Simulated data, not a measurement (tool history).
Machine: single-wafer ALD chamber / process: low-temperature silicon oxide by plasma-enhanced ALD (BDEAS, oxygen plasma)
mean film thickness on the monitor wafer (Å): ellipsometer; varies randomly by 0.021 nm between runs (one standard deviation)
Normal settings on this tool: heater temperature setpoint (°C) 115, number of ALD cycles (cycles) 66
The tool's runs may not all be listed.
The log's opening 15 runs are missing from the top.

| run | day | heater temperature setpoint (°C) | number of ALD cycles (cycles) | wafers since the last listed run | hours since the last thermocouple change | hours since the gauge calibration | read-back reference wafer on the same gauge, thickness_nm | mean film thickness on the monitor wafer (Å) |
|---|---|---|---|---|---|---|---|---|
| 16 | 8.85 | 115 | 66 | 41 | 2804.3 | 433 | 8.915 | 83.64 |
| 17 | 9.533 | 115 | 66 | 60 | 2820.7 | 449.4 | 8.913 | 83.65 |
| 18 | 10.229 | 124 | 66 | 61 | 2837.4 | 466.1 | 8.913 | 82.49 |
| 19 | 10.542 | 115 | 66 | 27 | 2844.9 | 473.6 | 8.912 | 84.11 |
| 20 | 11.233 | 123 | 66 | 61 | 2861.5 | 490.2 | 8.91 | 82.16 |
|  | 12.242 | gauge calibrated |
| 21 | 12.671 | 115 | 66 | 127 | 2896 | 10.3 | 9.084 | 85.17 |
| 22 | 13.167 | 126 | 66 | 44 | 2907.9 | 22.2 | 9.075 | 83.16 |
| 23 | 13.521 | 115 | 66 | 31 | 2916.4 | 30.7 | 9.062 | 85.38 |
| 24 | 13.779 | 115 | 66 | 22 | 2922.6 | 36.9 | 9.056 | 85.34 |
| 25 | 14.346 | 129 | 66 | 50 | 2936.2 | 50.5 | 9.044 | 82.41 |
|  | 14.833 | thermocouple changed; heater temperature recalibrated |
| 26 | 14.854 | 129 | 74 | 15 | 0.5 | 62.7 | 9.033 | 92.94 |
| 27 | 15.171 | 115 | 66 | 28 | 8.1 | 70.3 | 9.03 | 85.07 |
| 28 | 15.421 | 109 | 74 | 22 | 14.1 | 76.3 | 9.022 | 96.19 |
| 29 | 15.842 | 115 | 66 | 37 | 24.2 | 86.4 | 9.023 | 84.67 |
| 30 | 16.492 | 103 | 56 | 57 | 39.8 | 102 | 9.005 | 73.76 |
| 31 | 16.892 | 129 | 56 | 35 | 49.4 | 111.6 | 9.002 | 69.78 |
| 32 | 17.142 | 111 | 71 | 22 | 55.4 | 117.6 | 8.995 | 91.77 |
| 33 | 17.454 | 119 | 70 | 27 | 62.9 | 125.1 | 8.992 | 88.82 |
| 34 | 17.733 | 106 | 70 | 24 | 69.6 | 131.8 | 8.988 | 91.54 |
| 35 | 18.367 | 110 | 66 | 56 | 84.8 | 147 | 8.982 | 85.3 |
| 36 | 18.792 | 119 | 70 | 37 | 95 | 157.2 | 8.979 | 89 |

Branching from run 36: 5 alternative next runs. What would each branch give?
| A | 18.812 | 101 | 66 | 1 | 95.5 | 157.7 | ? | ? |
| B | 18.812 | 111 | 62 | 1 | 95.5 | 157.7 | ? | ? |
| C | 18.812 | 100 | 79 | 1 | 95.5 | 157.7 | ? | ? |
| D | 18.812 | 115 | 77 | 1 | 95.5 | 157.7 | ? | ? |
| E | 18.812 | 105 | 66 | 1 | 95.5 | 157.7 | ? | ? |

| run | read-back reference wafer on the same gauge, thickness_nm | mean film thickness on the monitor wafer (Å) |
|---|---|---|
| A | 8.978 | 86.87 |
| B | 8.978 | 79.79 |
| C | 8.978 | 104.4 |
| D | 8.978 | 98.26 |
| E | 8.978 | 86.01 |
Stripped of hidden state, with their random variation kept, the same runs would have yielded:
| run | mean film thickness on the monitor wafer (Å) |
|---|---|
| A | 88.04 |
| B | 80.86 |
| C | 105.81 |
| D | 99.58 |
| E | 87.16 |
